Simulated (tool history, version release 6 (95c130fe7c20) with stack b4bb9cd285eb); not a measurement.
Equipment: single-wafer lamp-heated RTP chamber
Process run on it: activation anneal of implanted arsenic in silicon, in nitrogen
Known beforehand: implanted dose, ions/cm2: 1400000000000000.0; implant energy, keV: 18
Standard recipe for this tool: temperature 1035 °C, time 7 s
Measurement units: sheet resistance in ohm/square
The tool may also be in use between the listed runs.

run    hour  temperature  time  read-back reference wafer on the same gauge, sheet resistance  sheet resistance
  1     0.0         1035     5                                                         120.29            136.27
       82.6  -- reflector plate cleaned
  2   286.6         1035     5                                                         120.28            136.35
  3   332.2         1035     5                                                         120.57            136.44
      368.4  -- pyrometer window cleaned and pyrometer calibrated
  4   409.9         1035     7                                                         120.56            130.84
  5   502.8         1035     7                                                         120.47            131.51
  6   576.8         1016     4                                                         120.55            147.57
  7   632.8         1016     4                                                         120.47            147.89
  8   716.2         1016     4                                                         120.56            148.90
      769.2  -- reflector plate cleaned
  9   769.7         1035     7                                                         120.55            130.79
 10   817.6         1035     7                                                         120.45            129.88
 11   909.4         1035     7                                                         120.67            131.68
      963.7  -- pyrometer window cleaned and pyrometer calibrated
 12   993.4         1035     7                                                         120.71            131.60
 13  1090.3         1035     7                                                         120.76            131.58
     1152.6  -- gauge calibrated
 14  1160.6         1035     7                                                         114.97            124.97
 15  1224.9         1035     9                                                         115.40            122.12
 16  1326.9         1035     9                                                         115.74            122.91
     1367.2  -- reflector plate cleaned
 17  1367.7         1058     9                                                         115.95            113.38
 18  1577.6         1035     7                                                         116.80            126.86
     1589.2  -- pyrometer window cleaned and pyrometer calibrated
 19  1643.7         1059     7                                                         117.28            118.62
 20  1746.9         1035     7                                                         117.48            127.60
 21  1799.6         1035     7                                                         117.46            128.29
 22  1879.2         1057    10                                                         117.77            114.08
 23  1960.3         1035     7                                                         118.10            128.23
     2013.4  -- reflector plate cleaned
 24  2017.4         1048     6                                                         117.97            124.32
 25  2149.9         1019     8                                                         118.39            134.48
 26  2212.3         1035     5                                                         118.68            133.92
     2245.5  -- pyrometer window cleaned and pyrometer calibrated
 27  2304.3         1035     7                                                         118.80            129.51
 28  2409.4         1035     7                                                         118.93            130.22
 29  2484.0         1035     3                                                         118.92            142.50
 30  2558.9         1013     9                                                         119.03            136.03
     2575.9  -- reflector plate cleaned
 31  2660.0         1014     9                                                         119.08            136.21
 32  2714.8         1057     9                                                         119.46            116.97
 33  2774.0         1016     3                                                         119.33            150.85
 34  2813.8         1035     7                                                         119.48            129.58
     2857.0  -- pyrometer window cleaned and pyrometer calibrated
 35  2894.1         1048     8                                                         119.34            122.96
 36  3091.8         1026     9                                                         119.65            130.12

Here are 4 independent what-if runs from the current tool condition. What would each one return?
  A  3092.2         1053     7                                                              ?                 ?
  B  3092.2         1008     4                                                              ?                 ?
  C  3092.2         1052     4                                                              ?                 ?
  D  3092.2         1006     7                                                              ?                 ?

run  read-back reference wafer on the same gauge, sheet resistance  sheet resistance
  A                                                         119.65            122.57
  B                                                         119.65            150.35
  C                                                         119.65            131.40
  D                                                         119.65            143.59
The same runs, with their run-to-run variation unchanged, on a tool lacking any hidden condition would have given:
run  sheet resistance
  A            117.82
  B            144.53
  C            126.31
  D            138.03

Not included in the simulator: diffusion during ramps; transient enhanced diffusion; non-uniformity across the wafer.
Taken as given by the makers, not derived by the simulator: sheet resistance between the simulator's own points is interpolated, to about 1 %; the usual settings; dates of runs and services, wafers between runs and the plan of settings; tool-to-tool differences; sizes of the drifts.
